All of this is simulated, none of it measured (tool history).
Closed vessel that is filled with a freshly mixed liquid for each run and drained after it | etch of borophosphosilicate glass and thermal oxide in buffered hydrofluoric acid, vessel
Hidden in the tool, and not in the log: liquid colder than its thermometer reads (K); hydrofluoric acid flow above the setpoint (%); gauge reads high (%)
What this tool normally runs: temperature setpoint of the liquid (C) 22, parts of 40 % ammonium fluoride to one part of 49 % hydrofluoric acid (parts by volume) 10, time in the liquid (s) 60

| run | hour | temperature setpoint of the liquid (C) | parts of 40 % ammonium fluoride to one part of 49 % hydrofluoric acid (parts by volume) | time in the liquid (s) | wafers since the last listed run | hours since the thermometer was replaced | hours since the hydrofluoric acid flow meter was replaced | hours since the gauge calibration | read-back film thickness of the borophosphosilicate glass reference wafer, read on the same gauge (nm) | read-back film thickness of the thermal oxide reference wafer, read on the same gauge (nm) | thickness taken off the borophosphosilicate glass on a monitor wafer (nm) | thickness taken off the thermal oxide on a monitor wafer (nm) |
|---|---|---|---|---|---|---|---|---|---|---|---|---|
| 1 | 0 | 22 | 9 | 85 | 0 | 2.1 | 2441.4 | 164.9 | 80.01 | 79.96 | 172.3 | 98.26 |
|  | 8.1 | hydrofluoric acid flow meter replaced |
| 2 | 11 | 22 | 9 | 85 | 1179 | 13.1 | 2.9 | 175.9 | 80.01 | 79.98 | 172.51 | 97.23 |
| 3 | 23.7 | 22 | 9 | 85 | 1498 | 25.8 | 15.6 | 188.6 | 79.97 | 79.97 | 171.37 | 97.63 |
| 4 | 33.2 | 22 | 10 | 60 | 1120 | 35.3 | 25.1 | 198.1 | 79.94 | 80 | 112.83 | 64 |
| 5 | 39.5 | 18.5 | 10 | 60 | 743 | 41.6 | 31.4 | 204.4 | 79.98 | 80.04 | 93.01 | 52.77 |
| 6 | 52.1 | 23.5 | 10 | 60 | 1486 | 54.2 | 44 | 217 | 80 | 79.99 | 121.97 | 69.89 |
| 7 | 64.2 | 22 | 10 | 60 | 1427 | 66.3 | 56.1 | 229.1 | 79.98 | 80.05 | 113.42 | 64.1 |
| 8 | 75.4 | 25 | 7.5 | 50 | 1321 | 77.5 | 67.3 | 240.3 | 80.02 | 80.04 | 144.36 | 80.75 |
| 9 | 82.8 | 22 | 8.5 | 60 | 872 | 84.9 | 74.7 | 247.7 | 79.95 | 80.02 | 127.78 | 72.54 |
| 10 | 90.4 | 22 | 10 | 60 | 896 | 92.5 | 82.3 | 255.3 | 80 | 79.98 | 112.64 | 64.09 |
|  | 93.8 | gauge calibrated |
| 11 | 102.5 | 24 | 13.5 | 30 | 1427 | 104.6 | 94.4 | 8.7 | 80.01 | 80.03 | 46.81 | 27 |
| 12 | 118.5 | 20.5 | 7.5 | 90 | 1887 | 120.6 | 110.4 | 24.7 | 80.04 | 80.03 | 204.42 | 114.1 |
| 13 | 130.4 | 17.5 | 12 | 35 | 1403 | 132.5 | 122.3 | 36.6 | 79.98 | 80 | 42.71 | 24.2 |
| 14 | 136.8 | 23.5 | 12.5 | 70 | 754 | 138.9 | 128.7 | 43 | 80 | 79.98 | 114.46 | 64.53 |
| 15 | 152.6 | 22 | 10 | 60 | 1863 | 154.7 | 144.5 | 58.8 | 80.01 | 80.04 | 111.84 | 63.81 |
| 16 | 163.6 | 18 | 10 | 90 | 1297 | 165.7 | 155.5 | 69.8 | 80.02 | 79.99 | 134.89 | 76.98 |
| 17 | 174.2 | 22 | 10 | 60 | 1250 | 176.3 | 166.1 | 80.4 | 80.01 | 79.99 | 112.36 | 62.37 |
| 18 | 184.5 | 24 | 10 | 60 | 1214 | 186.6 | 176.4 | 90.7 | 79.96 | 79.99 | 125.42 | 70.46 |
| 19 | 193.9 | 22 | 10 | 60 | 1108 | 196 | 185.8 | 100.1 | 80 | 80.01 | 111.59 | 63.85 |
| 20 | 216.9 | 22 | 10 | 50 | 2713 | 219 | 208.8 | 123.1 | 80.03 | 79.99 | 93.17 | 52.83 |
| 21 | 230.2 | 26.5 | 10 | 50 | 1568 | 232.3 | 222.1 | 136.4 | 79.95 | 80.03 | 119.21 | 67.48 |
| 22 | 242.3 | 22 | 10 | 60 | 1427 | 244.4 | 234.2 | 148.5 | 80.02 | 80.01 | 111.27 | 62.7 |
| 23 | 259.3 | 20.5 | 10 | 70 | 2005 | 261.4 | 251.2 | 165.5 | 80.02 | 79.96 | 120.72 | 67.96 |
| 24 | 269.1 | 19 | 7.5 | 80 | 1155 | 271.2 | 261 | 175.3 | 79.97 | 79.99 | 163 | 93 |
| 25 | 277.1 | 20.5 | 12 | 60 | 943 | 279.2 | 269 | 183.3 | 79.99 | 80.01 | 85.74 | 48.18 |

Each row is a separate what-if for the run after 25, all from the same tool condition, not one after another. Results?
| A | 277.8 | 22 | 10 | 60 | 82 | 279.9 | 269.7 | 184 | ? | ? | ? | ? |
| B | 277.8 | 20.5 | 9 | 30 | 82 | 279.9 | 269.7 | 184 | ? | ? | ? | ? |
| C | 277.8 | 24.5 | 10 | 75 | 82 | 279.9 | 269.7 | 184 | ? | ? | ? | ? |
| D | 277.8 | 24 | 10 | 35 | 82 | 279.9 | 269.7 | 184 | ? | ? | ? | ? |

| run | read-back film thickness of the borophosphosilicate glass reference wafer, read on the same gauge (nm) | read-back film thickness of the thermal oxide reference wafer, read on the same gauge (nm) | thickness taken off the borophosphosilicate glass on a monitor wafer (nm) | thickness taken off the thermal oxide on a monitor wafer (nm) |
|---|---|---|---|---|
| A | 79.96 | 79.98 | 110.96 | 63.26 |
| B | 79.96 | 79.98 | 54.64 | 31.09 |
| C | 79.96 | 79.98 | 158.87 | 90.73 |
| D | 79.96 | 79.98 | 72.16 | 41.2 |
Without the tool's unlogged condition, the same runs would have read:
| run | thickness taken off the borophosphosilicate glass on a monitor wafer (nm) | thickness taken off the thermal oxide on a monitor wafer (nm) |
|---|---|---|
| A | 114.09 | 65.07 |
| B | 56.2 | 31.99 |
| C | 163.29 | 93.28 |
| D | 74.18 | 42.36 |

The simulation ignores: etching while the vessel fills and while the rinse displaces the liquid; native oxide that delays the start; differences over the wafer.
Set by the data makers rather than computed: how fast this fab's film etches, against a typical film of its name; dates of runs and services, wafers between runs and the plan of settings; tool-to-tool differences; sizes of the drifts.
